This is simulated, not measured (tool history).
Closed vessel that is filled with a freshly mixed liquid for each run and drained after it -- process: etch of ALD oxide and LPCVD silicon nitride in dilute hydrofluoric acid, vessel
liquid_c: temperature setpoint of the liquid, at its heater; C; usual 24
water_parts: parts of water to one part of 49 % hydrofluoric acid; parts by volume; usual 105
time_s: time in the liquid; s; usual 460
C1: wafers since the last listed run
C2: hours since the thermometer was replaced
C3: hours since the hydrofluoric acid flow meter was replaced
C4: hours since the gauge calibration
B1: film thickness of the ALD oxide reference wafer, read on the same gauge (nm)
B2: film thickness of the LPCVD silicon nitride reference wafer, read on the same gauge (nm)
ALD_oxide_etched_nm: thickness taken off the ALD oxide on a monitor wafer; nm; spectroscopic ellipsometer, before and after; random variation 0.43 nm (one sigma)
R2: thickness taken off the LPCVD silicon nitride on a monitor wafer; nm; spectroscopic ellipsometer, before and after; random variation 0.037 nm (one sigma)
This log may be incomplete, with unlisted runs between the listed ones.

run 1 hour=0 | liquid_c=20.5 water_parts=105 time_s=460 | C1=0 C2=1278.4 C3=1076.3 C4=658 | B1=120.02 B2=70.013 | ALD_oxide_etched_nm=41.47 R2=1.727
run 2 hour=47.9 | liquid_c=20.5 water_parts=105 time_s=460 | C1=2451 C2=1326.3 C3=1124.2 C4=705.9 | B1=120.01 B2=69.96 | ALD_oxide_etched_nm=41.49 R2=1.77
run 3 hour=115.1 | liquid_c=20.5 water_parts=105 time_s=460 | C1=3439 C2=1393.5 C3=1191.4 C4=773.1 | B1=120.03 B2=69.998 | ALD_oxide_etched_nm=41.56 R2=1.817
run 4 hour=157.6 | liquid_c=24 water_parts=105 time_s=460 | C1=2174 C2=1436 C3=1233.9 C4=815.6 | B1=119.96 B2=69.985 | ALD_oxide_etched_nm=47.31 R2=2.239
run 5 hour=225.7 | liquid_c=24 water_parts=105 time_s=460 | C1=3485 C2=1504.1 C3=1302 C4=883.7 | B1=120.02 B2=70.012 | ALD_oxide_etched_nm=47.43 R2=2.159
run 6 hour=274.4 | liquid_c=24 water_parts=105 time_s=460 | C1=2492 C2=1552.8 C3=1350.7 C4=932.4 | B1=120 B2=69.991 | ALD_oxide_etched_nm=47.51 R2=2.202
run 7 hour=438.5 | liquid_c=26.5 water_parts=105 time_s=460 | C1=8397 C2=1716.9 C3=1514.8 C4=1096.5 | B1=119.98 B2=70.025 | ALD_oxide_etched_nm=51.81 R2=2.529
run 8 hour=487.3 | liquid_c=26.5 water_parts=105 time_s=460 | C1=2497 C2=1765.7 C3=1563.6 C4=1145.3 | B1=119.99 B2=70.02 | ALD_oxide_etched_nm=51.88 R2=2.598
-- hour=511.5 gauge calibrated
-- hour=551.4 hydrofluoric acid flow meter replaced
run 9 hour=691.3 | liquid_c=26.5 water_parts=105 time_s=460 | C1=10388 C2=1969.7 C3=139.9 C4=179.8 | B1=120 B2=69.986 | ALD_oxide_etched_nm=54.6 R2=2.753
run 10 hour=728.3 | liquid_c=24 water_parts=105 time_s=460 | C1=1893 C2=2006.7 C3=176.9 C4=216.8 | B1=120 B2=69.989 | ALD_oxide_etched_nm=49.48 R2=2.332
run 11 hour=799.3 | liquid_c=24 water_parts=105 time_s=460 | C1=3633 C2=2077.7 C3=247.9 C4=287.8 | B1=119.97 B2=69.996 | ALD_oxide_etched_nm=49.36 R2=2.301
run 12 hour=869.3 | liquid_c=24 water_parts=105 time_s=460 | C1=3582 C2=2147.7 C3=317.9 C4=357.8 | B1=120.02 B2=70.027 | ALD_oxide_etched_nm=49.61 R2=2.364
run 13 hour=902.4 | liquid_c=24 water_parts=105 time_s=460 | C1=1693 C2=2180.8 C3=351 C4=390.9 | B1=119.97 B2=69.991 | ALD_oxide_etched_nm=49.27 R2=2.255
-- hour=939.8 thermometer replaced
run 14 hour=964.4 | liquid_c=24 water_parts=75 time_s=595 | C1=3121 C2=24.6 C3=413 C4=452.9 | B1=120 B2=69.986 | ALD_oxide_etched_nm=93.68 R2=4.264
run 15 hour=1010.4 | liquid_c=20.5 water_parts=60 time_s=630 | C1=2354 C2=70.6 C3=459 C4=498.9 | B1=120.02 B2=70.005 | ALD_oxide_etched_nm=106.81 R2=4.454
run 16 hour=1052.4 | liquid_c=20.5 water_parts=105 time_s=460 | C1=2149 C2=112.6 C3=501 C4=540.9 | B1=119.98 B2=70.016 | ALD_oxide_etched_nm=42.87 R2=1.89
run 17 hour=1092 | liquid_c=27.5 water_parts=90 time_s=305 | C1=2026 C2=152.2 C3=540.6 C4=580.5 | B1=120.03 B2=70.015 | ALD_oxide_etched_nm=44.53 R2=2.274
run 18 hour=1134.8 | liquid_c=19.5 water_parts=65 time_s=720 | C1=2190 C2=195 C3=583.4 C4=623.3 | B1=119.99 B2=70.014 | ALD_oxide_etched_nm=107.69 R2=4.103
run 19 hour=1167.7 | liquid_c=22 water_parts=150 time_s=370 | C1=1683 C2=227.9 C3=616.3 C4=656.2 | B1=120.05 B2=70.049 | ALD_oxide_etched_nm=24.09 R2=1.132
run 20 hour=1232 | liquid_c=20.5 water_parts=85 time_s=535 | C1=3290 C2=292.2 C3=680.6 C4=720.5 | B1=120 B2=69.988 | ALD_oxide_etched_nm=63.05 R2=2.55
run 21 hour=1287.1 | liquid_c=24 water_parts=105 time_s=320 | C1=2819 C2=347.3 C3=735.7 C4=775.6 | B1=120.02 B2=70.013 | ALD_oxide_etched_nm=34.02 R2=1.592
run 22 hour=1345.9 | liquid_c=20.5 water_parts=85 time_s=535 | C1=3009 C2=406.1 C3=794.5 C4=834.4 | B1=120.03 B2=69.953 | ALD_oxide_etched_nm=62.61 R2=2.567
run 23 hour=1394 | liquid_c=24 water_parts=105 time_s=460 | C1=2461 C2=454.2 C3=842.6 C4=882.5 | B1=119.95 B2=70.009 | ALD_oxide_etched_nm=48.45 R2=2.309
run 24 hour=1425.7 | liquid_c=21 water_parts=90 time_s=460 | C1=1622 C2=485.9 C3=874.3 C4=914.2 | B1=120 B2=70.004 | ALD_oxide_etched_nm=51.23 R2=2.128
run 25 hour=1487.3 | liquid_c=24 water_parts=105 time_s=460 | C1=3152 C2=547.5 C3=935.9 C4=975.8 | B1=119.99 B2=70.003 | ALD_oxide_etched_nm=47.75 R2=2.265
run 26 hour=1549.5 | liquid_c=27.5 water_parts=105 time_s=295 | C1=3183 C2=609.7 C3=998.1 C4=1038 | B1=120 B2=69.987 | ALD_oxide_etched_nm=35.09 R2=1.836

How would selected steps in ALD_oxide_etched_nm from run to run divide? Give the signed amount a tool lacking its hidden state would still show from settings, what came in and random variation, and the signed amount left for the hidden state, including any gauge scatter that is not in both of the compared results.
The tool's hidden condition here consists of: liquid hotter than its thermometer reads (K); hydrofluoric acid flow below the setpoint (%); gauge reads high (%).
Run 8 -> 9: gauge calibrated, hydrofluoric acid flow meter replaced. ALD_oxide_etched_nm +2.72 nm: hidden state +2.84, all else -0.12.
Run 15 -> 16: water_parts 60 -> 105, time_s 630 -> 460. ALD_oxide_etched_nm -63.94 nm: hidden state +0.94, all else -64.88.
Run 18 -> 19: liquid_c 19.5 -> 22, water_parts 65 -> 150, time_s 720 -> 370. ALD_oxide_etched_nm -83.6 nm: hidden state +1.64, all else -85.24.
